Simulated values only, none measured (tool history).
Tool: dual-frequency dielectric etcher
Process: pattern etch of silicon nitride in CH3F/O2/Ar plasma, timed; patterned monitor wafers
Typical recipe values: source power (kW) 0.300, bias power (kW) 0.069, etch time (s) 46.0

run,hour,source power (kW),bias power (kW),etch time (s),wafers since the last listed run,hours since the last wet clean,hours since the last source power generator calibration,hours since the last bias power generator calibration,hours since the last upper electrode change,hours since the gauge calibration,"read-back reference wafer on the same gauge, depth_nm",mean etch depth across the wafer (Å)
1,0.0,0.300,0.069,46.0,0,404.9,599.3,2794.9,1405.1,1058.8,30.93,300.1
2,72.0,0.300,0.069,46.0,745,476.9,671.3,2866.9,1477.1,1130.8,30.89,303.0
3,151.5,0.300,0.069,46.0,823,556.4,750.8,2946.4,1556.6,1210.3,30.91,300.7
# hour 371.5: wet clean of the chamber
4,438.0,0.350,0.061,46.0,2719,66.5,1037.3,3232.9,1843.1,1496.8,30.98,308.3
5,506.2,0.300,0.069,46.0,706,134.7,1105.5,3301.1,1911.3,1565.0,30.92,301.5
6,557.4,0.230,0.077,46.0,530,185.9,1156.7,3352.3,1962.5,1616.2,30.87,283.4
7,597.4,0.300,0.053,34.0,414,225.9,1196.7,3392.3,2002.5,1656.2,30.94,209.8
# hour 657.8: upper electrode replaced
8,658.3,0.300,0.062,46.0,382,286.8,1257.6,3453.2,0.5,1717.1,30.91,295.3
9,691.2,0.250,0.076,51.5,340,319.7,1290.5,3486.1,33.4,1750.0,30.91,324.9
10,781.7,0.280,0.059,37.0,937,410.2,1381.0,3576.6,123.9,1840.5,30.89,226.8
11,848.6,0.300,0.053,34.0,692,477.1,1447.9,3643.5,190.8,1907.4,30.94,208.6
12,934.8,0.300,0.069,46.0,892,563.3,1534.1,3729.7,277.0,1993.6,30.94,303.1
13,1010.5,0.350,0.085,55.5,784,639.0,1609.8,3805.4,352.7,2069.3,30.86,407.7
# hour 1091.1: source power generator calibrated
14,1108.1,0.230,0.079,42.0,969,736.6,17.0,3903.0,450.3,2166.9,30.86,259.9
# hour 1164.7: wet clean of the chamber
15,1165.2,0.370,0.076,53.5,342,0.5,74.1,3960.1,507.4,2224.0,30.94,391.6
16,1210.5,0.300,0.069,46.0,469,45.8,119.4,4005.4,552.7,2269.3,30.88,301.8
# hour 1278.4: bias power generator calibrated
17,1280.2,0.300,0.069,46.0,680,115.5,189.1,1.8,622.4,2339.0,30.90,297.9

Run 18, settings as shown, results not yet in. Your forecast:
18,1332.1,0.300,0.082,55.5,537,167.4,241.0,53.7,674.3,2390.9,?,?

read-back reference wafer on the same gauge, depth_nm: 30.89
mean etch depth across the wafer (Å): 379.7
The same run, on a tool lacking any hidden state, would have yielded mean etch depth across the wafer (Å) 379.5.
